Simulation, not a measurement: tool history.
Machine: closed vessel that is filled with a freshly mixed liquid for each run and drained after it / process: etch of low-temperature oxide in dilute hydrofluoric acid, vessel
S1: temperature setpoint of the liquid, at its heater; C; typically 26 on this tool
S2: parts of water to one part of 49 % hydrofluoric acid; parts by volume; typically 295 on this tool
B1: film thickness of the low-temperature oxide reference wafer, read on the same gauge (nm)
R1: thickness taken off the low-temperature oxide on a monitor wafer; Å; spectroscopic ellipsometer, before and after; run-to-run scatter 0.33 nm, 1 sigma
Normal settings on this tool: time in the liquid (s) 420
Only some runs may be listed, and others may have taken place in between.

Run 1, hour 0: usual settings but time in the liquid (s) 250; B1 99.99. Result: R1 262.4 Å.
Run 2, hour 31.3: usual settings but time in the liquid (s) 250; B1 99.97. Result: R1 261.6 Å.
Run 3, hour 65.7: usual settings but time in the liquid (s) 250; B1 99.93. Result: R1 258.7 Å.
Run 4, hour 96.7: usual settings; B1 99.97. Result: R1 437.8 Å.
Run 5, hour 136.9: usual settings; B1 99.98. Result: R1 428 Å.
Run 6, hour 168.7: usual settings; B1 100.01. Result: R1 430.9 Å.
Run 7, hour 182.5: usual settings; B1 99.97. Result: R1 431.1 Å.
Run 8, hour 210: usual settings but S2 350 parts by volume; B1 99.99. Result: R1 343.6 Å.
Run 9, hour 224.4: usual settings but S2 350 parts by volume; B1 99.99. Result: R1 336.9 Å.
Run 10, hour 249.8: usual settings but S2 350 parts by volume; B1 100.07. Result: R1 339.9 Å.
Run 11, hour 271.4: usual settings but S1 28.5 C; B1 100.01. Result: R1 459.3 Å.
Run 12, hour 298.8: usual settings but S1 28.5 C; B1 100. Result: R1 455.6 Å.
Run 13, hour 331.2: usual settings but S2 375 parts by volume; B1 99.98. Result: R1 306.2 Å.
Run 14, hour 349.8: usual settings; B1 100.05. Result: R1 424 Å.
Run 15, hour 363.9: usual settings; B1 100. Result: R1 424.4 Å.
Run 16, hour 384.3: usual settings but S1 24.5 C; B1 99.99. Result: R1 395.8 Å.
Run 17, hour 397.5: usual settings but S1 28.5 C, S2 170 parts by volume, time in the liquid (s) 660; B1 100.02. Result: R1 1431.8 Å.
Run 18, hour 428.6: usual settings but S2 440 parts by volume; B1 100.02. Result: R1 263.4 Å.
Run 19, hour 452.9: usual settings but S1 28 C, S2 210 parts by volume; B1 100.01. Result: R1 738.1 Å.
Run 20, hour 477.2: usual settings but time in the liquid (s) 630; B1 100.04. Result: R1 664.8 Å.
Run 21, hour 499.6: usual settings; B1 100.03. Result: R1 451.5 Å.
Run 22, hour 528.8: usual settings but S1 29 C, S2 365 parts by volume, time in the liquid (s) 535; B1 100.04. Result: R1 466.8 Å.
Run 23, hour 556.5: usual settings but S1 22 C; B1 99.99. Result: R1 382.8 Å.
Run 24, hour 573.3: usual settings but time in the liquid (s) 505; B1 100.03. Result: R1 537.3 Å.
Run 25, hour 593.1: usual settings; B1 100.03. Result: R1 441.6 Å.
Run 26, hour 615.9: usual settings but S1 30 C, time in the liquid (s) 560; B1 100.01. Result: R1 671.1 Å.
Run 27, hour 631.6: usual settings but S1 31 C, S2 335 parts by volume; B1 99.99. Result: R1 430.8 Å.
Run 28, hour 645.4: usual settings but S1 30.5 C, S2 150 parts by volume, time in the liquid (s) 255; B1 100. Result: R1 719.7 Å.
Run 29, hour 660.1: usual settings; B1 100.03. Result: R1 438.2 Å.
Run 30, hour 691.5: usual settings; B1 100.05. Result: R1 437.1 Å.
Run 31, hour 722.1: usual settings; B1 100.01. Result: R1 430.7 Å.

Missing from the log above: 3 entries noted between runs. For each, name the pair of listed runs it sits between and say how the tool's hidden condition differs from the listed run just before to the listed run just after:
Run 11 -> run 12: thermometer replaced (hour 290.9)
  hydrofluoric acid flow below the setpoint (%): 5.63 -> 5.89
  difference, measured minus the result without the unlogged condition, R1: -36.6 -> -38.1 Å
Run 16 -> run 17: gauge calibrated (hour 394.3)
  hydrofluoric acid flow below the setpoint (%): 6.69 -> 6.81
  difference, measured minus the result without the unlogged condition, R1: -37.3 -> -128.3 Å
Run 17 -> run 18: hydrofluoric acid flow meter replaced (hour 426.2)
  hydrofluoric acid flow below the setpoint (%): 6.81 -> 1.32
  difference, measured minus the result without the unlogged condition, R1: -128.3 -> -5 Å
